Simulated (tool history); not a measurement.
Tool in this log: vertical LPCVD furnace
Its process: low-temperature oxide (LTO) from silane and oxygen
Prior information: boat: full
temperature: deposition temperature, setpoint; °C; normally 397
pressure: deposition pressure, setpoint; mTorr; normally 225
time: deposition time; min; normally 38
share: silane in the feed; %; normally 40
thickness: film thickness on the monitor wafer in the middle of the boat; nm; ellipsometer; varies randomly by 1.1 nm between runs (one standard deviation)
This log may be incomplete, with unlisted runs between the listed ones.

| run | hour | temperature | pressure | time | share | read-back reference wafer on the same gauge, thickness | thickness |
|---|---|---|---|---|---|---|---|
| 1 | 0 | 397 | 225 | 42 | 40 | 264.93 | 380.4 |
| 2 | 15.9 | 397 | 225 | 42 | 40 | 265.22 | 380.38 |
| 3 | 26.6 | 397 | 225 | 38 | 40 | 265.12 | 345.9 |
| 4 | 33.8 | 397 | 225 | 38 | 40 | 265.07 | 344.5 |
|  | 88.4 | pressure gauge zeroed |
| 5 | 88.9 | 397 | 225 | 38 | 40 | 265.15 | 345.56 |
| 6 | 93 | 397 | 205 | 38 | 40 | 265.09 | 313.97 |
| 7 | 97.1 | 397 | 205 | 38 | 40 | 264.81 | 314.14 |
| 8 | 111.6 | 397 | 225 | 38 | 40 | 265.11 | 346.03 |
| 9 | 126 | 397 | 225 | 38 | 40 | 265.21 | 345.48 |
| 10 | 140 | 403 | 225 | 28 | 45 | 265.15 | 308.72 |
| 11 | 154.4 | 385 | 225 | 48.5 | 33 | 264.97 | 298.55 |
| 12 | 169.5 | 402 | 280 | 43.5 | 40 | 265.06 | 523.47 |
| 13 | 179.5 | 397 | 225 | 38 | 40 | 264.99 | 347.87 |
| 14 | 193.2 | 397 | 225 | 38 | 40 | 265.02 | 345.3 |
|  | 223 | silane flow controller replaced |
| 15 | 223.5 | 401 | 280 | 50 | 34 | 265.12 | 483.32 |
| 16 | 235.2 | 397 | 225 | 38 | 40 | 264.99 | 347.94 |
|  | 237.3 | gauge calibrated |
| 17 | 242.6 | 397 | 225 | 26.5 | 40 | 264.83 | 242.65 |
| 18 | 255.2 | 392 | 195 | 25 | 40 | 265.02 | 187.4 |
|  | 287.8 | thermocouples replaced and temperature profile calibrated |
| 19 | 288.3 | 397 | 225 | 38 | 40 | 265.15 | 328.43 |
| 20 | 292.4 | 397 | 250 | 29 | 47 | 264.93 | 330.9 |
| 21 | 296.5 | 388 | 255 | 46 | 32 | 264.77 | 302.71 |
| 22 | 301.8 | 397 | 225 | 38 | 40 | 264.72 | 327.39 |
| 23 | 322 | 397 | 225 | 31.5 | 46 | 265 | 320.75 |
| 24 | 339.1 | 397 | 225 | 23.5 | 37 | 264.96 | 185.18 |
| 25 | 351.2 | 397 | 225 | 42 | 40 | 264.87 | 365.51 |
| 26 | 357.7 | 397 | 225 | 38 | 43 | 265 | 359.99 |
| 27 | 369.7 | 388 | 175 | 38 | 33 | 264.88 | 179.1 |
| 28 | 383.8 | 397 | 225 | 38 | 40 | 264.89 | 327.85 |
| 29 | 391.3 | 397 | 225 | 38 | 40 | 264.83 | 329.17 |
| 30 | 402.1 | 391 | 205 | 34 | 48 | 264.81 | 305.75 |
| 31 | 415.1 | 408 | 260 | 47 | 37 | 265.07 | 486.33 |
| 32 | 424.3 | 397 | 225 | 38 | 40 | 264.86 | 329.73 |

Hidden state, per run?
true pressure minus gauge reading, mTorr: 0, the same for each run
deviation of the silane flow from its setpoint, %: 0, the same for each run
gauge reads high (%): 0, the same for each run
H1: true tube temperature minus thermocouple reading, K
| run | H1 |
|---|---|
| 1 | 4.38 |
| 2 | 4.42 |
| 3 | 4.44 |
| 4 | 4.46 |
| 5 | 4.6 |
| 6 | 4.61 |
| 7 | 4.62 |
| 8 | 4.65 |
| 9 | 4.69 |
| 10 | 4.73 |
| 11 | 4.76 |
| 12 | 4.8 |
| 13 | 4.82 |
| 14 | 4.86 |
| 15 | 4.93 |
| 16 | 4.96 |
| 17 | 4.98 |
| 18 | 5.01 |
| 19 | 0.166 |
| 20 | 0.177 |
| 21 | 0.187 |
| 22 | 0.2 |
| 23 | 0.25 |
| 24 | 0.293 |
| 25 | 0.323 |
| 26 | 0.339 |
| 27 | 0.369 |
| 28 | 0.404 |
| 29 | 0.423 |
| 30 | 0.45 |
| 31 | 0.483 |
| 32 | 0.505 |

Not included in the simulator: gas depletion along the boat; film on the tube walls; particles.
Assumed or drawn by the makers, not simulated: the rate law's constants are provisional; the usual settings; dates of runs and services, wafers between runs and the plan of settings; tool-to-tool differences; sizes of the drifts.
